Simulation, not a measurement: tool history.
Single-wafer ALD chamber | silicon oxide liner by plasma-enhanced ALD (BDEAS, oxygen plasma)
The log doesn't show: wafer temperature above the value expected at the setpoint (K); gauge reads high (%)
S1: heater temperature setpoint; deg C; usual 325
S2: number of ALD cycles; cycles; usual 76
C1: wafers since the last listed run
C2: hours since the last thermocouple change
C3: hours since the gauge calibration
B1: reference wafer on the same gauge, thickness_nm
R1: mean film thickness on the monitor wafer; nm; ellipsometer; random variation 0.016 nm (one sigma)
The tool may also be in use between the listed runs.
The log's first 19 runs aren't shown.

Run 20, hour 969.4: usual settings but S1 316 deg C, S2 63 cycles; C1 161; C2 242.8; C3 294.7; B1 5.261. Result: R1 5.405 nm.
Run 21, hour 1041.2: usual settings; C1 302; C2 314.6; C3 366.5; B1 5.261. Result: R1 6.442 nm.
Run 22, hour 1065.5: usual settings but S1 311 deg C, S2 68 cycles; C1 102; C2 338.9; C3 390.8; B1 5.26. Result: R1 5.855 nm.
Run 23, hour 1131.3: usual settings; C1 277; C2 404.7; C3 456.6; B1 5.263. Result: R1 6.446 nm.
Run 24, hour 1188.1: usual settings but S1 312 deg C, S2 62 cycles; C1 239; C2 461.5; C3 513.4; B1 5.26. Result: R1 5.332 nm.
Run 25, hour 1217.1: usual settings but S1 319 deg C; C1 122; C2 490.5; C3 542.4; B1 5.261. Result: R1 6.475 nm.
Run 26, hour 1243.8: usual settings but S1 338 deg C, S2 83 cycles; C1 112; C2 517.2; C3 569.1; B1 5.261. Result: R1 6.905 nm.
Run 27, hour 1275.5: usual settings but S1 336 deg C, S2 84 cycles; C1 133; C2 548.9; C3 600.8; B1 5.257. Result: R1 7.018 nm.

The next listed run, before its measurement:
Run 28, hour 1340.7: usual settings but S1 316 deg C; C1 274; C2 614.1; C3 666; B1 ?. Result: R1 ?.

B1: 5.258
R1: 6.524 nm
Without the tool's hidden state the same run would have given R1 6.524 nm.
